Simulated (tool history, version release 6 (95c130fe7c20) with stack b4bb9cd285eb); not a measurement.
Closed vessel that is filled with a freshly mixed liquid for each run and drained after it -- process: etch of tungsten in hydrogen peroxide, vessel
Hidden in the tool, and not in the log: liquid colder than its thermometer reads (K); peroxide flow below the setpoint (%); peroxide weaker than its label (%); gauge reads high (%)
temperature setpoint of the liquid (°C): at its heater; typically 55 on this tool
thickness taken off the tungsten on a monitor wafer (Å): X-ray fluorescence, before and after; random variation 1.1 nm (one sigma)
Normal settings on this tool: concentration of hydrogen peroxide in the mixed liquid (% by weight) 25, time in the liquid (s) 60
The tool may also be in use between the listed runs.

| run | hour | temperature setpoint of the liquid (°C) | concentration of hydrogen peroxide in the mixed liquid (% by weight) | time in the liquid (s) | wafers since the last listed run | hours since the thermometer was replaced | hours since the peroxide flow meter was replaced | hours since the drum of peroxide was connected | hours since the gauge calibration | read-back film thickness of the tungsten reference wafer, read on the same gauge (nm) | thickness taken off the tungsten on a monitor wafer (Å) |
|---|---|---|---|---|---|---|---|---|---|---|---|
| 1 | 0 | 55 | 25 | 60 | 0 | 1580.5 | 1262.5 | 285.5 | 1551.2 | 121.96 | 1196.9 |
| 2 | 32.6 | 55 | 25 | 60 | 4452 | 1613.1 | 1295.1 | 318.1 | 1583.8 | 121.8 | 1213.2 |
| 3 | 193.4 | 55 | 25 | 60 | 21960 | 1773.9 | 1455.9 | 478.9 | 1744.6 | 120.99 | 1197.4 |
| 4 | 233.6 | 55 | 25 | 60 | 5490 | 1814.1 | 1496.1 | 519.1 | 1784.8 | 120.77 | 1204.6 |
| 5 | 265.4 | 59.5 | 20.5 | 60 | 4342 | 1845.9 | 1527.9 | 550.9 | 1816.6 | 120.67 | 1404.5 |
| 6 | 300.4 | 55 | 25 | 60 | 4779 | 1880.9 | 1562.9 | 585.9 | 1851.6 | 120.46 | 1185.1 |
| 7 | 339.7 | 55 | 25 | 60 | 5367 | 1920.2 | 1602.2 | 625.2 | 1890.9 | 120.28 | 1189.3 |
|  | 350.1 | thermometer replaced |
| 8 | 392.3 | 55 | 25 | 60 | 7046 | 42.2 | 1654.8 | 677.8 | 1943.5 | 120.06 | 1197.8 |
|  | 425.2 | gauge calibrated |
| 9 | 437.6 | 55 | 25 | 50 | 6186 | 87.5 | 1700.1 | 723.1 | 12.4 | 129.52 | 1059 |
| 10 | 487.2 | 55 | 25 | 50 | 6773 | 137.1 | 1749.7 | 772.7 | 62 | 129.31 | 1072.3 |
| 11 | 545.2 | 55 | 25 | 60 | 7920 | 195.1 | 1807.7 | 830.7 | 120 | 129.02 | 1285.7 |
|  | 592.4 | peroxide flow meter replaced |
| 12 | 601.8 | 55 | 28 | 30 | 7593 | 251.7 | 9.4 | 887.3 | 176.6 | 128.74 | 676.6 |
| 13 | 643.7 | 55 | 25 | 60 | 5722 | 293.6 | 51.3 | 929.2 | 218.5 | 128.54 | 1287.3 |
| 14 | 744.5 | 55 | 25 | 60 | 13766 | 394.4 | 152.1 | 1030 | 319.3 | 128.06 | 1280.1 |
| 15 | 798.3 | 60 | 20 | 85 | 7347 | 448.2 | 205.9 | 1083.8 | 373.1 | 127.77 | 2169.4 |
| 16 | 858.7 | 50 | 25 | 35 | 8248 | 508.6 | 266.3 | 1144.2 | 433.5 | 127.51 | 548 |
|  | 878.8 | new drum of peroxide connected |
| 17 | 910.1 | 55 | 25 | 60 | 6883 | 560 | 317.7 | 31.3 | 484.9 | 127.26 | 1263.3 |
| 18 | 935.3 | 60 | 25 | 50 | 3441 | 585.2 | 342.9 | 56.5 | 510.1 | 127.13 | 1410.6 |
| 19 | 981.2 | 61 | 25 | 75 | 6268 | 631.1 | 388.8 | 102.4 | 556 | 126.92 | 2206.6 |
| 20 | 1052.2 | 55 | 25 | 60 | 9696 | 702.1 | 459.8 | 173.4 | 627 | 126.55 | 1245.2 |
| 21 | 1118.6 | 55 | 22.5 | 60 | 9068 | 768.5 | 526.2 | 239.8 | 693.4 | 126.25 | 1194.2 |
| 22 | 1182.6 | 49.5 | 30 | 40 | 8740 | 832.5 | 590.2 | 303.8 | 757.4 | 125.89 | 654.6 |
| 23 | 1248.5 | 55 | 30 | 60 | 8999 | 898.4 | 656.1 | 369.7 | 823.3 | 125.63 | 1351.5 |
| 24 | 1286.3 | 55 | 25 | 45 | 5162 | 936.2 | 693.9 | 407.5 | 861.1 | 125.44 | 923 |
| 25 | 1355.8 | 50.5 | 17.5 | 35 | 9491 | 1005.7 | 763.4 | 477 | 930.6 | 125.08 | 454.7 |
| 26 | 1390.8 | 55 | 25 | 60 | 4779 | 1040.7 | 798.4 | 512 | 965.6 | 124.93 | 1248 |
| 27 | 1434.3 | 49.5 | 30 | 40 | 5940 | 1084.2 | 841.9 | 555.5 | 1009.1 | 124.72 | 650.1 |
| 28 | 1491.4 | 55 | 25 | 60 | 7798 | 1141.3 | 899 | 612.6 | 1066.2 | 124.45 | 1230.1 |
| 29 | 1556.8 | 55 | 30 | 30 | 8931 | 1206.7 | 964.4 | 678 | 1131.6 | 124.13 | 662.4 |

Below are 5 alternative next runs, each starting from the tool's condition after run 29. Predict each:
| A | 1557.5 | 55 | 25 | 90 | 95 | 1207.4 | 965.1 | 678.7 | 1132.3 | ? | ? |
| B | 1557.5 | 49 | 19 | 60 | 95 | 1207.4 | 965.1 | 678.7 | 1132.3 | ? | ? |
| C | 1557.5 | 48.5 | 25 | 70 | 95 | 1207.4 | 965.1 | 678.7 | 1132.3 | ? | ? |
| D | 1557.5 | 55 | 30 | 75 | 95 | 1207.4 | 965.1 | 678.7 | 1132.3 | ? | ? |
| E | 1557.5 | 50 | 18 | 60 | 95 | 1207.4 | 965.1 | 678.7 | 1132.3 | ? | ? |

| run | read-back film thickness of the tungsten reference wafer, read on the same gauge (nm) | thickness taken off the tungsten on a monitor wafer (Å) |
|---|---|---|
| A | 124.12 | 1819.3 |
| B | 124.12 | 736 |
| C | 124.12 | 955.1 |
| D | 124.12 | 1660.8 |
| E | 124.12 | 761.7 |
Without the tool's hidden state the same runs would have given:
| run | thickness taken off the tungsten on a monitor wafer (Å) |
|---|---|
| A | 1905.5 |
| B | 770.9 |
| C | 1000.4 |
| D | 1739.4 |
| E | 797.8 |
